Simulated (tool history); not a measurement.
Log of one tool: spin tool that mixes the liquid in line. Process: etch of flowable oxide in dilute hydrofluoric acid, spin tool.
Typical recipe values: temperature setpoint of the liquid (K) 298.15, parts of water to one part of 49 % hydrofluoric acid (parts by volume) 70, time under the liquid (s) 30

run,hour,temperature setpoint of the liquid (K),parts of water to one part of 49 % hydrofluoric acid (parts by volume),time under the liquid (s),"read-back film thickness of the flowable oxide reference wafer, read on the same gauge (nm)",thickness taken off the flowable oxide on a monitor wafer (angstrom)
1,0.0,298.15,45,30,109.98,278.2
2,16.4,301.65,45,30,110.00,321.6
3,36.1,298.15,70,30,110.03,174.0
4,51.8,298.15,70,30,109.99,174.9
5,78.0,298.15,70,30,109.97,173.7
6,100.1,298.15,70,30,110.02,174.2
7,120.0,298.15,70,30,110.01,175.1
8,133.8,294.65,70,30,110.03,150.2
9,156.9,294.65,70,30,109.98,150.5
10,174.2,299.15,70,30,110.02,181.0
11,204.2,298.15,70,30,110.00,173.5
12,231.3,298.15,70,30,109.98,174.1
13,257.7,298.15,70,30,110.02,173.9
14,270.6,298.15,70,30,110.00,174.0
# hour 286.9: thermometer replaced
15,294.8,298.15,70,30,109.98,173.1
16,329.1,298.15,70,30,110.00,173.5
# hour 350.9: hydrofluoric acid flow meter replaced
17,359.3,298.15,70,35,110.01,202.0
18,373.7,294.15,70,30,109.99,147.7
19,398.1,298.15,70,30,110.00,173.5
20,425.7,298.15,70,30,109.99,173.9
21,461.4,298.15,70,45,109.99,260.4
22,480.2,300.65,60,40,110.01,301.4
23,512.8,298.15,90,20,110.01,87.9
24,541.6,300.15,90,30,109.99,142.3
25,574.9,293.15,55,15,110.01,91.5
26,598.2,298.15,70,30,110.03,174.0
# hour 616.6: gauge calibrated
27,618.3,302.15,70,30,110.00,203.2
28,652.4,303.15,85,45,110.00,253.7
29,676.7,298.15,70,15,110.02,87.1
30,704.5,300.15,70,30,110.00,186.7
31,737.1,301.65,95,15,110.01,70.8
32,749.6,298.15,70,30,110.00,173.5
33,764.6,298.15,70,30,109.99,174.0
# hour 795.1: thermometer replaced
34,800.0,302.65,70,30,109.97,209.1

What the log doesn't show, run by run:
liquid hotter than its thermometer reads (K): 0 across all the runs
hydrofluoric acid flow below the setpoint (%): 0 across all the runs
gauge reads high (%): 0 across all the runs

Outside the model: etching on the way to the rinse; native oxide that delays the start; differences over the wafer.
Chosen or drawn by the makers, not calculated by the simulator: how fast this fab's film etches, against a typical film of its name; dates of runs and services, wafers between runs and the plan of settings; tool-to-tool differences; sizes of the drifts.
